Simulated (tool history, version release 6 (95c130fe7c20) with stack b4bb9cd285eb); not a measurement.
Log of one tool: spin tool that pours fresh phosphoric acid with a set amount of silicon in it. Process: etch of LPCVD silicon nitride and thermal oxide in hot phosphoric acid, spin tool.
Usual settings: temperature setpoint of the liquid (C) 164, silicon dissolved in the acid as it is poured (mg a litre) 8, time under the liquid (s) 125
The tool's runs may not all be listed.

| run | hour | temperature setpoint of the liquid (C) | silicon dissolved in the acid as it is poured (mg a litre) | time under the liquid (s) | wafers since the last listed run | hours since the thermometer was replaced | hours since the dissolved silicon flow meter was replaced | hours since the heated supply line was repaired | hours since the gauge calibration | read-back film thickness of the LPCVD silicon nitride reference wafer, read on the same gauge (nm) | thickness taken off the LPCVD silicon nitride on a monitor wafer (Å) |
|---|---|---|---|---|---|---|---|---|---|---|---|
| 1 | 0 | 164 | 12 | 125 | 0 | 2303.3 | 2071.4 | 2156.7 | 16.5 | 40 | 113.8 |
| 2 | 15.1 | 164 | 8 | 125 | 112 | 2318.4 | 2086.5 | 2171.8 | 31.6 | 40.02 | 114.9 |
| 3 | 29.1 | 164 | 8 | 125 | 104 | 2332.4 | 2100.5 | 2185.8 | 45.6 | 40.02 | 114.7 |
| 4 | 41.9 | 164 | 8 | 125 | 95 | 2345.2 | 2113.3 | 2198.6 | 58.4 | 40.01 | 114.1 |
| 5 | 50.1 | 164 | 8 | 125 | 61 | 2353.4 | 2121.5 | 2206.8 | 66.6 | 39.98 | 113.8 |
| 6 | 57.5 | 164 | 8 | 125 | 55 | 2360.8 | 2128.9 | 2214.2 | 74 | 40 | 114.2 |
| 7 | 73.1 | 165 | 8 | 125 | 116 | 2376.4 | 2144.5 | 2229.8 | 89.6 | 40 | 117.9 |
|  | 78.4 | heated supply line repaired |
| 8 | 84.1 | 165 | 8 | 125 | 74 | 2387.4 | 2155.5 | 5.7 | 100.6 | 39.98 | 118.3 |
| 9 | 93.1 | 164 | 4.5 | 125 | 67 | 2396.4 | 2164.5 | 14.7 | 109.6 | 40 | 114.4 |
| 10 | 105.6 | 166.5 | 3.5 | 95 | 93 | 2408.9 | 2177 | 27.2 | 122.1 | 39.99 | 93.8 |
|  | 111.3 | dissolved silicon flow meter replaced |
|  | 111.9 | gauge calibrated |
| 11 | 121.1 | 164 | 8 | 155 | 108 | 2424.4 | 9.8 | 42.7 | 9.2 | 40 | 141.8 |
| 12 | 134.5 | 166 | 8 | 150 | 99 | 2437.8 | 23.2 | 56.1 | 22.6 | 40 | 146.2 |
| 13 | 145.8 | 165.5 | 2.5 | 65 | 84 | 2449.1 | 34.5 | 67.4 | 33.9 | 39.99 | 62 |
|  | 156.6 | thermometer replaced |
| 14 | 157.5 | 164 | 8 | 125 | 79 | 0.9 | 46.2 | 79.1 | 45.6 | 39.99 | 114.2 |
| 15 | 171.4 | 164 | 1.5 | 165 | 103 | 14.8 | 60.1 | 93 | 59.5 | 40.01 | 150.8 |
| 16 | 178.8 | 167 | 11 | 125 | 55 | 22.2 | 67.5 | 100.4 | 66.9 | 40 | 127 |
| 17 | 191.4 | 164 | 4.5 | 125 | 93 | 34.8 | 80.1 | 113 | 79.5 | 39.99 | 113.6 |
| 18 | 201 | 165.5 | 13.5 | 180 | 71 | 44.4 | 89.7 | 122.6 | 89.1 | 40.01 | 172.2 |

Hidden state at the last listed run before each entry between runs and at the first one after, where it differs:
Between runs 7 and 8: heated supply line repaired (hour 78.4)
  no hidden state differs between the two runs
Between runs 10 and 11: dissolved silicon flow meter replaced (hour 111.3); gauge calibrated (hour 111.9)
  no hidden state differs between the two runs
Between runs 13 and 14: thermometer replaced (hour 156.6)
  no hidden state differs between the two runs
